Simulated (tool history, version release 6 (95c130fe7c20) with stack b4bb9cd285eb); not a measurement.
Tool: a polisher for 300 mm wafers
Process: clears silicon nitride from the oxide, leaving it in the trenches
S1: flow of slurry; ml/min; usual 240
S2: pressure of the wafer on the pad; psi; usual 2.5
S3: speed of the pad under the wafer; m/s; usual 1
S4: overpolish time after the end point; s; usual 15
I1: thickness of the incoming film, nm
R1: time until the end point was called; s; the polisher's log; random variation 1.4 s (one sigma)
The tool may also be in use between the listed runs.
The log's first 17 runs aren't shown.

run	hour	S1	S2	S3	S4	I1	R1
# hour 818.4: worn pad replaced by a new one
18	844.1	240	2.7	1	15	110.3	125.4
19	869.6	240	2.1	0.76	22	110.9	212.8
20	941.2	285	2.2	1	8	108.6	150.9
# hour 956.6: slurry nozzle cleaned
21	988.2	240	3.2	0.64	15	110.8	168.3
22	1045.7	285	1.7	1	15	111.2	205.9
23	1072.7	240	2.5	1	15	108.5	142.5
# hour 1103: head pressure recalibrated
# hour 1105.4: worn pad replaced by a new one
24	1132.6	240	2.5	1	15	110	136.2
25	1173.9	305	2.5	0.84	15	111.4	162.1

Forecast run 26:
26	1226.8	290	1.7	1	12	109.9	?

{"run 26": {"R1": 200}}
Without the tool's hidden state the same run would have given R1 193.5 s.

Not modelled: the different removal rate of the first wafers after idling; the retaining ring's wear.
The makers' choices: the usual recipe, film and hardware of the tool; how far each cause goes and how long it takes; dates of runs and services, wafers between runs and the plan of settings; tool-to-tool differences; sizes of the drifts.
